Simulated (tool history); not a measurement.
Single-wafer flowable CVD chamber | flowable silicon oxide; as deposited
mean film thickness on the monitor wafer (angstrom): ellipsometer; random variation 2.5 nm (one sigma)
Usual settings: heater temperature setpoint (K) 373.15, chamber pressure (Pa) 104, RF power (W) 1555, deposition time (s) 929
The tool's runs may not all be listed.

run	hour	heater temperature setpoint (K)	chamber pressure (Pa)	RF power (W)	deposition time (s)	read-back reference wafer on the same gauge, thickness_nm	mean film thickness on the monitor wafer (angstrom)
1	0	373.15	104	1555	929	601.731	4948.25
2	28.1	373.15	104	1555	929	602.792	4961.29
3	95.3	373.15	104	1555	929	601.914	4994.86
4	146.1	373.15	104	1555	929	601.408	4978.22
5	212.3	373.15	104	1555	929	601.926	4946.37
# hour 259.5: capacitance manometer re-zeroed and calibrated
6	265	373.15	87.2	1555	929	601.831	4153.05
# hour 294.2: thermocouple changed; heater temperature recalibrated
7	298.2	373.15	87.2	1555	929	602.226	4153.39
8	329.9	373.15	104	1555	997	601.236	5302.13
9	363.4	373.15	104	1555	997	602.485	5290.44
10	388.5	373.15	104	1555	929	601.793	4942.77
# hour 454.8: gauge calibrated
11	552.7	373.15	104	1555	929	603.186	4914
12	606.2	386.15	79.1	1555	929	602.246	2530.56
# hour 653.9: RF generator calibrated
13	672.1	359.15	81.3	1740	874	602.192	5756.25
14	714.9	373.15	89.3	1555	863	602.043	4016.14
# hour 786: showerhead replaced
15	786.8	373.15	104	1555	746	602.326	4008.69
16	855.8	365.15	95.5	1555	929	601.944	5856.69
17	915	377.15	104	1555	786	602.471	3763.84
18	952.8	385.15	104	1555	929	601.637	3428.42
19	995.5	388.15	104	1790	929	602.008	3245.08
20	1033.1	386.15	104	1670	929	602.288	3437.64
21	1114.7	373.15	117.2	1415	745	602.864	4377.65
22	1181.8	373.15	104	1555	929	601.642	4979.25
23	1246.5	373.15	104	1555	929	601.802	4970.66
24	1282.4	373.15	104	1555	929	602.766	4966.57
25	1338.7	373.15	104	1555	929	602.4	4972.73
26	1380.7	373.15	104	1555	929	601.659	5003.38
27	1463	373.15	83.6	1555	743	602.855	3195.25

5 ways to go on from here, each from the tool as it stands after run 27. What would each give?
A	1463.7	373.15	104	1555	929	?	?
B	1463.7	379.15	123.1	1555	1077	?	?
C	1463.7	373.15	104	1555	1095	?	?
D	1463.7	365.15	123.6	1260	826	?	?
E	1463.7	381.15	104	1555	818	?	?

run	read-back reference wafer on the same gauge, thickness_nm	mean film thickness on the monitor wafer (angstrom)
A	602.112	4949.07
B	602.112	5620.83
C	602.112	5833.4
D	602.112	6320.02
E	602.112	3399.94
Without the tool's hidden state the same runs would have given:
run	mean film thickness on the monitor wafer (angstrom)
A	5047.53
B	5732.66
C	5949.46
D	6451.4
E	3467.59
